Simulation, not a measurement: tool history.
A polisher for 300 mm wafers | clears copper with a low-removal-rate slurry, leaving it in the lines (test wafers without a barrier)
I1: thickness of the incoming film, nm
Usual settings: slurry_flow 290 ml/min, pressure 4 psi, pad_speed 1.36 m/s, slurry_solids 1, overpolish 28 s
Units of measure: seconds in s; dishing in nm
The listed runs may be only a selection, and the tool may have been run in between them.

run 1 hour=0 | slurry_flow=290 pressure=2.9 pad_speed=1.36 slurry_solids=1 overpolish=28 | I1=608.4 | seconds=174.1 dishing=67.6
-- hour=18.3 worn pad replaced by a new one
run 2 hour=35.9 | slurry_flow=290 pressure=2.9 pad_speed=1.36 slurry_solids=1 overpolish=28 | I1=620.9 | seconds=180.8 dishing=63.6
run 3 hour=63.2 | slurry_flow=290 pressure=4 pad_speed=1.36 slurry_solids=1 overpolish=28 | I1=617.7 | seconds=142.9 dishing=79
run 4 hour=91 | slurry_flow=290 pressure=4 pad_speed=1.36 slurry_solids=1 overpolish=28 | I1=608.9 | seconds=143.1 dishing=78.2
run 5 hour=118.9 | slurry_flow=290 pressure=3.5 pad_speed=1.36 slurry_solids=1 overpolish=22 | I1=607.4 | seconds=154.7 dishing=59.5
-- hour=139.1 head pressure recalibrated, repeated, since the last time left the tool worse
run 6 hour=147.6 | slurry_flow=385 pressure=4 pad_speed=1.36 slurry_solids=1 overpolish=40 | I1=602.7 | seconds=120.5 dishing=110.3
run 7 hour=162.9 | slurry_flow=290 pressure=4 pad_speed=1.36 slurry_solids=1 overpolish=28 | I1=620 | seconds=129.9 dishing=85.7
run 8 hour=177.9 | slurry_flow=290 pressure=2.9 pad_speed=1.36 slurry_solids=1 overpolish=28 | I1=621 | seconds=161.3 dishing=72.2
-- hour=195.9 slurry blender recalibrated
run 9 hour=202.8 | slurry_flow=290 pressure=2.9 pad_speed=1.36 slurry_solids=1 overpolish=28 | I1=609.6 | seconds=158.4 dishing=73.5
run 10 hour=231.7 | slurry_flow=290 pressure=4 pad_speed=1.36 slurry_solids=1 overpolish=41 | I1=613.1 | seconds=125.9 dishing=112.6
-- hour=259.5 worn pad replaced by a new one
run 11 hour=267.7 | slurry_flow=290 pressure=2.8 pad_speed=1.36 slurry_solids=1 overpolish=28 | I1=619.6 | seconds=166.5 dishing=68.9
run 12 hour=301.1 | slurry_flow=290 pressure=2.7 pad_speed=1.22 slurry_solids=1.15 overpolish=28 | I1=620.8 | seconds=188 dishing=62.4
run 13 hour=314.6 | slurry_flow=290 pressure=3.2 pad_speed=0.94 slurry_solids=1.1 overpolish=28 | I1=615.1 | seconds=216.3 dishing=57.2
run 14 hour=345.7 | slurry_flow=290 pressure=4 pad_speed=1.36 slurry_solids=0.7 overpolish=23 | I1=624.2 | seconds=134.8 dishing=70.6
run 15 hour=363.1 | slurry_flow=290 pressure=2.8 pad_speed=1.36 slurry_solids=1.25 overpolish=28 | I1=611.1 | seconds=158.9 dishing=69.7
-- hour=366.7 slurry nozzle cleaned
run 16 hour=385.5 | slurry_flow=290 pressure=4 pad_speed=1.36 slurry_solids=1 overpolish=28 | I1=621.1 | seconds=129 dishing=85.1
run 17 hour=415.4 | slurry_flow=290 pressure=4 pad_speed=1.36 slurry_solids=1 overpolish=28 | I1=624.7 | seconds=131.5 dishing=80.4
run 18 hour=430.5 | slurry_flow=290 pressure=4 pad_speed=1.36 slurry_solids=1 overpolish=28 | I1=611.9 | seconds=127.9 dishing=86
-- hour=460.1 slurry blender recalibrated
run 19 hour=531.8 | slurry_flow=240 pressure=4 pad_speed=1.52 slurry_solids=0.9 overpolish=28 | I1=624.8 | seconds=122.7 dishing=88.4
run 20 hour=550.8 | slurry_flow=290 pressure=3.4 pad_speed=1.36 slurry_solids=1 overpolish=28 | I1=606.9 | seconds=144.2 dishing=75
-- hour=556.1 worn pad replaced by a new one
run 21 hour=574.5 | slurry_flow=290 pressure=4 pad_speed=1.36 slurry_solids=1 overpolish=28 | I1=613 | seconds=129.3 dishing=84.8
run 22 hour=603.3 | slurry_flow=385 pressure=4 pad_speed=1.36 slurry_solids=1.1 overpolish=28 | I1=610.6 | seconds=124.5 dishing=85.5
run 23 hour=616.8 | slurry_flow=190 pressure=4.4 pad_speed=1.36 slurry_solids=1 overpolish=28 | I1=627.4 | seconds=129.9 dishing=85
run 24 hour=638.2 | slurry_flow=335 pressure=3.3 pad_speed=1.36 slurry_solids=1 overpolish=33 | I1=610.8 | seconds=144.2 dishing=86.4
run 25 hour=665.6 | slurry_flow=330 pressure=2.9 pad_speed=1.36 slurry_solids=1 overpolish=28 | I1=620.5 | seconds=162.3 dishing=68.3
run 26 hour=693.3 | slurry_flow=215 pressure=3 pad_speed=1.52 slurry_solids=0.9 overpolish=28 | I1=612.2 | seconds=149.9 dishing=74
-- hour=716.4 slurry blender recalibrated
run 27 hour=722 | slurry_flow=290 pressure=4 pad_speed=1.36 slurry_solids=1 overpolish=28 | I1=606.7 | seconds=129 dishing=80.9
run 28 hour=749.7 | slurry_flow=290 pressure=3.5 pad_speed=1.04 slurry_solids=1 overpolish=28 | I1=605.7 | seconds=184.7 dishing=61.2

What if the next run were any one of these 4? Each begins from the tool's condition after run 28:
run A hour=750.2 | slurry_flow=290 pressure=4 pad_speed=1.02 slurry_solids=1 overpolish=28 | I1=610 | seconds=? dishing=?
run B hour=750.2 | slurry_flow=290 pressure=5 pad_speed=1.02 slurry_solids=0.9 overpolish=28 | I1=610 | seconds=? dishing=?
run C hour=750.2 | slurry_flow=290 pressure=4 pad_speed=1.36 slurry_solids=0.7 overpolish=28 | I1=610 | seconds=? dishing=?
run D hour=750.2 | slurry_flow=290 pressure=4 pad_speed=1.36 slurry_solids=1.2 overpolish=13 | I1=610 | seconds=? dishing=?

run=A seconds=172.2 dishing=68.1
run=B seconds=146.9 dishing=78
run=C seconds=133.7 dishing=82.5
run=D seconds=126.5 dishing=46.6
Without the tool's hidden state the same runs would have given:
run=A seconds=166.3 dishing=70.2
run=B seconds=141.8 dishing=80.3
run=C seconds=129.1 dishing=84.9
run=D seconds=122.2 dishing=48.1
